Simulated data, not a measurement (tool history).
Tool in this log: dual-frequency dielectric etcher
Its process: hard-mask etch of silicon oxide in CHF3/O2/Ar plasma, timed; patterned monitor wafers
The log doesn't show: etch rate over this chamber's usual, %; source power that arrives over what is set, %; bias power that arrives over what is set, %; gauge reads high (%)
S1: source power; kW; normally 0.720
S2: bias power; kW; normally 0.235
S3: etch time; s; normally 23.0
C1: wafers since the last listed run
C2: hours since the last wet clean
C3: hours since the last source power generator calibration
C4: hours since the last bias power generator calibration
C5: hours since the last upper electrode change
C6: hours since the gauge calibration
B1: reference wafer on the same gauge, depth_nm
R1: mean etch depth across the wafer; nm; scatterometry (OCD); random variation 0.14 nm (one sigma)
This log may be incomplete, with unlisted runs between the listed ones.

run 1 hour=0.0 | S1=0.720 S2=0.235 S3=23.0 | C1=0 C2=4.1 C3=466.9 C4=4257.1 C5=4016.1 C6=589.0 | B1=49.6 | R1=52.5
run 2 hour=49.0 | S1=0.720 S2=0.235 S3=23.0 | C1=511 C2=53.1 C3=515.9 C4=4306.1 C5=4065.1 C6=638.0 | B1=49.4 | R1=52.2
-- hour=76.1 gauge calibrated
run 3 hour=101.8 | S1=0.720 S2=0.235 S3=23.0 | C1=550 C2=105.9 C3=568.7 C4=4358.9 C5=4117.9 C6=25.7 | B1=50.2 | R1=53.1
run 4 hour=206.6 | S1=0.720 S2=0.235 S3=23.0 | C1=1093 C2=210.7 C3=673.5 C4=4463.7 C5=4222.7 C6=130.5 | B1=50.1 | R1=53.0
run 5 hour=306.3 | S1=0.830 S2=0.270 S3=23.0 | C1=1040 C2=310.4 C3=773.2 C4=4563.4 C5=4322.4 C6=230.2 | B1=50.1 | R1=57.7
-- hour=409.0 wet clean of the chamber
run 6 hour=409.5 | S1=0.830 S2=0.270 S3=23.0 | C1=826 C2=0.5 C3=876.4 C4=4666.6 C5=4425.6 C6=333.4 | B1=50.1 | R1=57.4
-- hour=443.3 bias power generator calibrated
run 7 hour=499.9 | S1=0.830 S2=0.270 S3=23.0 | C1=901 C2=90.9 C3=966.8 C4=56.6 C5=4516.0 C6=423.8 | B1=49.9 | R1=57.7
run 8 hour=559.0 | S1=0.720 S2=0.235 S3=23.0 | C1=616 C2=150.0 C3=1025.9 C4=115.7 C5=4575.1 C6=482.9 | B1=49.8 | R1=52.7
run 9 hour=639.7 | S1=0.580 S2=0.181 S3=28.5 | C1=841 C2=230.7 C3=1106.6 C4=196.4 C5=4655.8 C6=563.6 | B1=49.7 | R1=56.5
-- hour=666.6 upper electrode replaced
-- hour=719.6 gauge calibrated
run 10 hour=725.2 | S1=0.720 S2=0.216 S3=23.0 | C1=641 C2=316.2 C3=1192.1 C4=281.9 C5=58.6 C6=5.6 | B1=50.6 | R1=52.0
run 11 hour=792.9 | S1=0.720 S2=0.186 S3=23.0 | C1=706 C2=383.9 C3=1259.8 C4=349.6 C5=126.3 C6=73.3 | B1=50.6 | R1=49.4
-- hour=851.0 wet clean of the chamber
run 12 hour=881.4 | S1=0.890 S2=0.215 S3=18.5 | C1=672 C2=30.4 C3=1348.3 C4=438.1 C5=214.8 C6=161.8 | B1=50.5 | R1=44.3
-- hour=915.0 source power generator calibrated
run 13 hour=959.5 | S1=0.640 S2=0.289 S3=20.0 | C1=773 C2=108.5 C3=44.5 C4=516.2 C5=292.9 C6=239.9 | B1=50.5 | R1=48.2
run 14 hour=1056.9 | S1=0.580 S2=0.267 S3=18.5 | C1=1016 C2=205.9 C3=141.9 C4=613.6 C5=390.3 C6=337.3 | B1=50.4 | R1=42.4
run 15 hour=1157.9 | S1=0.880 S2=0.287 S3=25.0 | C1=1053 C2=306.9 C3=242.9 C4=714.6 C5=491.3 C6=438.3 | B1=50.2 | R1=65.4

Describe how what the log doesn't record of the tool's condition differs between the last listed run preceding each entry between runs and the first listed run following it.
After run 2, before run 3: gauge calibrated (hour 76.1)
  gauge reads high (%): -1.84 -> -0.273
  measured result minus the result with no hidden state, R1: -1.0 -> -0.2 nm
After run 5, before run 6: wet clean of the chamber (hour 409.0)
  gauge reads high (%): -0.482 -> -0.713
  measured result minus the result with no hidden state, R1: -0.3 -> -0.4 nm
After run 6, before run 7: bias power generator calibrated (hour 443.3)
  gauge reads high (%): -0.713 -> -0.986
  measured result minus the result with no hidden state, R1: -0.4 -> -0.5 nm
After run 9, before run 10: upper electrode replaced (hour 666.6); gauge calibrated (hour 719.6)
  gauge reads high (%): -1.54 -> 0.353
  measured result minus the result with no hidden state, R1: -0.8 -> +0.2 nm
After run 11, before run 12: wet clean of the chamber (hour 851.0)
  gauge reads high (%): 0.332 -> 0.249
  measured result minus the result with no hidden state, R1: +0.2 -> +0.1 nm
After run 12, before run 13: source power generator calibrated (hour 915.0)
  gauge reads high (%): 0.249 -> 0.124
  measured result minus the result with no hidden state, R1: +0.1 -> +0.0 nm
